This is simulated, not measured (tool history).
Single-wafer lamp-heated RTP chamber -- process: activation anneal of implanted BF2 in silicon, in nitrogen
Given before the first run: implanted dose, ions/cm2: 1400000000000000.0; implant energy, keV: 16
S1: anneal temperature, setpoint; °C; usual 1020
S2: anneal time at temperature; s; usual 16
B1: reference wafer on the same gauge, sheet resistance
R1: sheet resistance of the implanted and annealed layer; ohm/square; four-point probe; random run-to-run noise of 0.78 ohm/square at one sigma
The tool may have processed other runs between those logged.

| run | hour | S1 | S2 | B1 | R1 |
|---|---|---|---|---|---|
| 1 | 0.0 | 1020 | 16 | 214.93 | 197.73 |
| 2 | 21.4 | 1008 | 19 | 215.12 | 209.29 |
| 3 | 54.5 | 1012 | 16 | 214.98 | 211.27 |
| 4 | 89.5 | 1020 | 8 | 214.92 | 226.44 |
| 5 | 113.3 | 1020 | 8 | 214.79 | 225.71 |
| 6 | 146.4 | 1020 | 8 | 214.95 | 227.33 |
| 7 | 167.9 | 1020 | 20 | 214.85 | 187.76 |
| 8 | 195.9 | 1020 | 16 | 214.97 | 197.76 |
| 9 | 214.9 | 1020 | 16 | 214.76 | 196.97 |
| 10 | 237.0 | 1039 | 16 | 215.29 | 171.29 |
| 11 | 328.2 | 1020 | 19 | 214.99 | 188.89 |
| 12 | 348.5 | 1020 | 19 | 215.41 | 190.24 |
| 13 | 372.0 | 1020 | 16 | 214.91 | 197.82 |
| 14 | 396.7 | 1003 | 11 | 215.06 | 242.82 |
| 15 | 426.4 | 1029 | 9 | 215.06 | 206.91 |
| 16 | 441.3 | 1042 | 8 | 214.69 | 190.92 |
| 17 | 467.0 | 1001 | 11 | 214.94 | 247.21 |
| 18 | 480.7 | 1020 | 16 | 214.93 | 196.84 |
| 19 | 508.8 | 991 | 16 | 215.13 | 252.02 |
| 20 | 524.4 | 1020 | 16 | 214.75 | 196.91 |
| 21 | 558.7 | 1030 | 13 | 214.85 | 191.72 |
| 22 | 577.9 | 1003 | 11 | 215.12 | 242.92 |
| 23 | 603.7 | 1020 | 16 | 215.25 | 196.48 |
| 24 | 631.7 | 1020 | 10 | 214.94 | 216.96 |
| 25 | 674.9 | 1050 | 21 | 214.87 | 151.69 |

Taken out of this log: 3 entries between the listed runs. Where each belongs, and how the hidden state differs across it:
From run 9 to run 10: pyrometer window cleaned and pyrometer calibrated (hour 236.5)
  nothing in the hidden state changes from one run to the other
From run 10 to run 11: gauge calibrated (hour 321.3)
  nothing in the hidden state changes from one run to the other
From run 16 to run 17: reflector plate cleaned (hour 465.6)
  nothing in the hidden state changes from one run to the other
